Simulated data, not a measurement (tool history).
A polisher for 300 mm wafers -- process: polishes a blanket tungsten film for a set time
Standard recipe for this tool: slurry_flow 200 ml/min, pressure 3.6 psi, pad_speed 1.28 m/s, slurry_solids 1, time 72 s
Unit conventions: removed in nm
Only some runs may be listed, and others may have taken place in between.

run    hour  slurry_flow  pressure  pad_speed  slurry_solids  time  wafers since the last listed run  wafers polished on this pad  hours since the slurry nozzle was cleaned  hours since the head pressure was calibrated  hours since the slurry blender was calibrated  hours since the slurry got fresh peroxide  incoming thickness of the incoming film, nm  removed
  1       0          200       3.6        1.6              1    72                                 0                          725                                        826                                          40.8                                          272.7                                      289.6                                       1185.3    483.3
        3.2  -- slurry blender recalibrated
       26.2  -- slurry tank refilled with fresh slurry and peroxide
  2    37.4          200       4.3       1.28            0.9    72                               326                         1051                                      863.4                                          78.2                                           34.2                                       11.2                                       1218.6    443.8
       77.7  -- slurry nozzle cleaned
  3      82          200       4.3       1.28            0.9    72                               414                         1465                                        4.3                                         122.8                                           78.8                                       55.8                                       1208.9      446
  4   146.2          200       4.3       1.28            0.9    72                               609                         2075                                       68.5                                           187                                            143                                        120                                       1193.8    447.8
      201.5  -- worn pad replaced by a new one
  5   204.5          200       3.6       1.28              1    72                               515                           28                                      126.8                                         245.3                                          201.3                                      178.3                                       1188.1    404.8
      260.5  -- slurry blender recalibrated
  6   269.7          200       3.6       1.28              1    72                               600                          628                                        192                                         310.5                                            9.2                                      243.5                                       1191.8    404.8
      346.4  -- slurry tank refilled with fresh slurry and peroxide
  7   357.8          200       3.6       1.28              1    72                               827                         1455                                      280.1                                         398.6                                           97.3                                       11.4                                       1214.7    403.7
  8   408.5          200       3.6       1.28              1    72                               481                         1937                                      330.8                                         449.3                                            148                                       62.1                                       1191.2    403.7
  9   458.7          200       3.2       1.28              1    72                               476                         2413                                        381                                         499.5                                          198.2                                      112.3                                       1212.9    372.9
      476.1  -- worn pad replaced by a new one
 10   504.4          200       3.6       1.28              1    72                               396                          268                                      426.7                                         545.2                                          243.9                                        158                                       1214.6    408.5
      577.7  -- slurry blender recalibrated
 11   578.2          200       3.6       1.28              1    72                               681                          950                                      500.5                                           619                                            0.5                                      231.8                                       1206.9    406.8
      611.5  -- slurry tank refilled with fresh slurry and peroxide
 12   681.4          200       3.6       1.28              1    72                               970                         1921                                      603.7                                         722.2                                          103.7                                       69.9                                       1177.1    409.7
 13   734.3          200       4.6       1.28              1    72                               502                         2424                                      656.6                                         775.1                                          156.6                                      122.8                                       1203.2    497.6
 14   785.7          200       3.6       1.28              1    72                               488                         2912                                        708                                         826.5                                            208                                      174.2                                       1190.8    411.3
      814.3  -- worn pad replaced by a new one
 15   867.4          140         3       1.28            1.3    65                               737                          504                                      789.7                                         908.2                                          289.7                                      255.9                                       1190.1    322.6
        894  -- slurry blender recalibrated
      901.8  -- slurry nozzle cleaned
 16   924.7          200       3.6       1.28              1    72                               515                         1019                                       22.9                                         965.5                                           30.7                                      313.2                                       1202.7    407.6
      953.6  -- slurry tank refilled with fresh slurry and peroxide
        966  -- head pressure recalibrated
 17   971.4          200       3.6       1.12            1.1    72                               415                         1434                                       69.6                                           5.4                                           77.4                                       17.8                                       1202.4    380.1
 18    1017          200       4.3        1.5              1    72                               433                         1867                                      115.2                                            51                                            123                                       63.4                                       1185.9    576.9
 19  1058.8          200       3.6       1.02              1    72                               397                         2264                                        157                                          92.8                                          164.8                                      105.2                                         1198    342.4
 20  1112.4          200       4.5       1.28           0.85    72                               509                         2773                                      210.6                                         146.4                                          218.4                                      158.8                                       1207.9    498.5
     1117.2  -- worn pad replaced by a new one
 21  1193.5          200       3.6       1.28              1    72                               732                          724                                      291.7                                         227.5                                          299.5                                      239.9                                         1214    438.9
     1210.8  -- slurry tank refilled with fresh slurry and peroxide
     1212.6  -- slurry blender recalibrated
 22  1236.3          200       3.6       1.28            0.9    72                               379                         1104                                      334.5                                         270.3                                           23.7                                       25.5                                       1193.1    429.3
       1328  -- head pressure recalibrated, repeated, since the last time left the tool worse
 23    1329          200       3.6       1.28              1    72                               861                         1966                                      427.2                                             1                                          116.4                                      118.2                                       1205.4    392.5

Run 24 comes next. What will it give?
 24  1380.1          200       3.6       1.28              1    72                               485                         2451                                      478.3                                          52.1                                          167.5                                      169.3                                       1189.1        ?

{"run 24": {"removed": 396.3}}
On a tool with no hidden condition, and with the same random variation, this run would have come out at removed 395.8 nm.
